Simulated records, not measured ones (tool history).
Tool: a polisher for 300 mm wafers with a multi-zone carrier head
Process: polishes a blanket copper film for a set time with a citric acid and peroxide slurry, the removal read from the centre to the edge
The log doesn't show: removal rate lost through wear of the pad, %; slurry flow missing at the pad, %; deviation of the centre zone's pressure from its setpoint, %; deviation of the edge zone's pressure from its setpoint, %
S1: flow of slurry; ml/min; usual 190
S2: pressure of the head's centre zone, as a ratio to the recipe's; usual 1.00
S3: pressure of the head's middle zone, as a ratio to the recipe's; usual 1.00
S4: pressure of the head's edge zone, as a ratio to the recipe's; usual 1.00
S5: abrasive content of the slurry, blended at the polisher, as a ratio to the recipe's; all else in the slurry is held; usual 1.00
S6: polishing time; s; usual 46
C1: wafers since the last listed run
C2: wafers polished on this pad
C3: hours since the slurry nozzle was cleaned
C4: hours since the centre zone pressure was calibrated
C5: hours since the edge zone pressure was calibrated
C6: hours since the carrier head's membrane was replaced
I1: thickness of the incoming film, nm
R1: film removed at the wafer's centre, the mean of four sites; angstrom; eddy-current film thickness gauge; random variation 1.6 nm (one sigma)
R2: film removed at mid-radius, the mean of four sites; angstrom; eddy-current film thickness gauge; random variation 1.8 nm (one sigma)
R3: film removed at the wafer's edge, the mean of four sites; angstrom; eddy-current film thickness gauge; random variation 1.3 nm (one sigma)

Run 1, day 0.000: usual settings but S1 145 ml/min, S2 0.92; C1 0; C2 101; C3 71.1; C4 216.2; C5 277.6; C6 283.9; I1 1031.1. Result: R1 1335 angstrom, R2 1526 angstrom, R3 1481 angstrom.
Run 2, day 1.400: usual settings; C1 318; C2 420; C3 104.7; C4 249.8; C5 311.2; C6 317.5; I1 1036.5. Result: R1 1502 angstrom, R2 1546 angstrom, R3 1490 angstrom.
Run 3, day 2.504: usual settings; C1 250; C2 671; C3 131.2; C4 276.3; C5 337.7; C6 344.0; I1 1021.9. Result: R1 1470 angstrom, R2 1536 angstrom, R3 1511 angstrom.
Run 4, day 4.162: usual settings; C1 376; C2 1048; C3 171.0; C4 316.1; C5 377.5; C6 383.8; I1 1041.2. Result: R1 1498 angstrom, R2 1547 angstrom, R3 1519 angstrom.
Run 5, day 6.388: usual settings but S1 240 ml/min, S3 0.96, S5 0.85; C1 505; C2 1553; C3 224.4; C4 369.5; C5 430.9; C6 437.2; I1 1042.7. Result: R1 1463 angstrom, R2 1505 angstrom, R3 1487 angstrom.
Run 6, day 7.479: usual settings; C1 248; C2 1801; C3 250.6; C4 395.7; C5 457.1; C6 463.4; I1 1028.5. Result: R1 1472 angstrom, R2 1561 angstrom, R3 1530 angstrom.
Run 7, day 10.250: usual settings but S1 150 ml/min, S5 1.20; C1 629; C2 2431; C3 317.1; C4 462.2; C5 523.6; C6 529.9; I1 1019.9. Result: R1 1478 angstrom, R2 1530 angstrom, R3 1558 angstrom.
At day 12.158: slurry nozzle cleaned.
Run 8, day 12.375: usual settings but S1 245 ml/min; C1 473; C2 2905; C3 5.2; C4 513.2; C5 574.6; C6 580.9; I1 1036.3. Result: R1 1512 angstrom, R2 1573 angstrom, R3 1530 angstrom.
Run 9, day 13.425: usual settings but S1 235 ml/min, S2 1.06, S3 0.89, S5 1.15; C1 238; C2 3143; C3 30.4; C4 538.4; C5 599.8; C6 606.1; I1 1014.7. Result: R1 1643 angstrom, R2 1508 angstrom, R3 1586 angstrom.
Run 10, day 14.717: usual settings but S6 38 s; C1 293; C2 3437; C3 61.4; C4 569.4; C5 630.8; C6 637.1; I1 1031.0. Result: R1 1198 angstrom, R2 1281 angstrom, R3 1234 angstrom.
Run 11, day 16.233: usual settings but S1 205 ml/min, S4 0.94, S5 1.10, S6 61 s; C1 344; C2 3782; C3 97.8; C4 605.8; C5 667.2; C6 673.5; I1 1027.0. Result: R1 1984 angstrom, R2 2128 angstrom, R3 2023 angstrom.
At day 16.854: worn pad replaced by a new one.
Run 12, day 17.904: usual settings; C1 341; C2 238; C3 137.9; C4 645.9; C5 707.3; C6 713.6; I1 1027.2. Result: R1 1447 angstrom, R2 1551 angstrom, R3 1501 angstrom.
At day 19.217: edge zone pressure recalibrated.
At day 19.317: carrier head's membrane replaced by a new one.
Run 13, day 20.354: usual settings; C1 515; C2 754; C3 196.7; C4 704.7; C5 27.3; C6 24.9; I1 1039.8. Result: R1 1452 angstrom, R2 1542 angstrom, R3 1488 angstrom.
Run 14, day 21.517: usual settings; C1 264; C2 1018; C3 224.6; C4 732.6; C5 55.2; C6 52.8; I1 1029.6. Result: R1 1452 angstrom, R2 1542 angstrom, R3 1504 angstrom.
Run 15, day 22.812: usual settings but S1 145 ml/min, S3 0.93, S4 0.90, S6 61 s; C1 294; C2 1313; C3 255.7; C4 763.7; C5 86.3; C6 83.9; I1 1025.5. Result: R1 1827 angstrom, R2 1876 angstrom, R3 1835 angstrom.
Run 16, day 25.554: usual settings; C1 623; C2 1936; C3 321.5; C4 829.5; C5 152.1; C6 149.7; I1 1038.1. Result: R1 1406 angstrom, R2 1574 angstrom, R3 1503 angstrom.
Run 17, day 26.967: usual settings but S3 1.12, S4 0.96; C1 321; C2 2257; C3 355.4; C4 863.4; C5 186.0; C6 183.6; I1 1015.1. Result: R1 1410 angstrom, R2 1629 angstrom, R3 1474 angstrom.
At day 27.242: slurry nozzle cleaned.
Run 18, day 29.458: usual settings but S4 1.05, S6 39 s; C1 556; C2 2814; C3 53.2; C4 923.2; C5 245.8; C6 243.4; I1 1011.7. Result: R1 1193 angstrom, R2 1307 angstrom, R3 1305 angstrom.
At day 33.396: worn pad replaced by a new one.
Run 19, day 36.392: usual settings but S1 145 ml/min, S4 0.90; C1 1538; C2 680; C3 219.6; C4 1089.6; C5 412.2; C6 409.8; I1 1031.9. Result: R1 1347 angstrom, R2 1498 angstrom, R3 1398 angstrom.
At day 38.154: centre zone pressure recalibrated.
Run 20, day 39.233: usual settings but S3 1.11; C1 626; C2 1307; C3 287.8; C4 25.9; C5 480.4; C6 478.0; I1 1037.6. Result: R1 1570 angstrom, R2 1655 angstrom, R3 1478 angstrom.
Run 21, day 41.850: usual settings but S3 1.03, S4 1.05, S6 40 s; C1 594; C2 1902; C3 350.6; C4 88.7; C5 543.2; C6 540.8; I1 1027.5. Result: R1 1330 angstrom, R2 1385 angstrom, R3 1364 angstrom.
Run 22, day 44.258: usual settings but S4 1.09; C1 547; C2 2449; C3 408.4; C4 146.5; C5 601.0; C6 598.6; I1 1026.1. Result: R1 1553 angstrom, R2 1535 angstrom, R3 1565 angstrom.

Hidden state or all else? Some run-to-run changes of R1, split into what the settings, what came in and random variation would give without the hidden state, and what is left for the hidden state (with any gauge scatter that isn't in both results):
Run 10 -> 11: S1 190 -> 205, S4 1.00 -> 0.94, S5 1.00 -> 1.10, S6 38 -> 61. R1 +786 angstrom: hidden state -58, all else +844.
Run 11 -> 12: S1 205 -> 190, S4 0.94 -> 1.00, S5 1.10 -> 1.00, S6 61 -> 46, worn pad replaced by a new one. R1 -537 angstrom: hidden state +32, all else -569.
Run 19 -> 20: S1 145 -> 190, S3 1.00 -> 1.11, S4 0.90 -> 1.00, centre zone pressure recalibrated. R1 +223 angstrom: hidden state +168, all else +55.
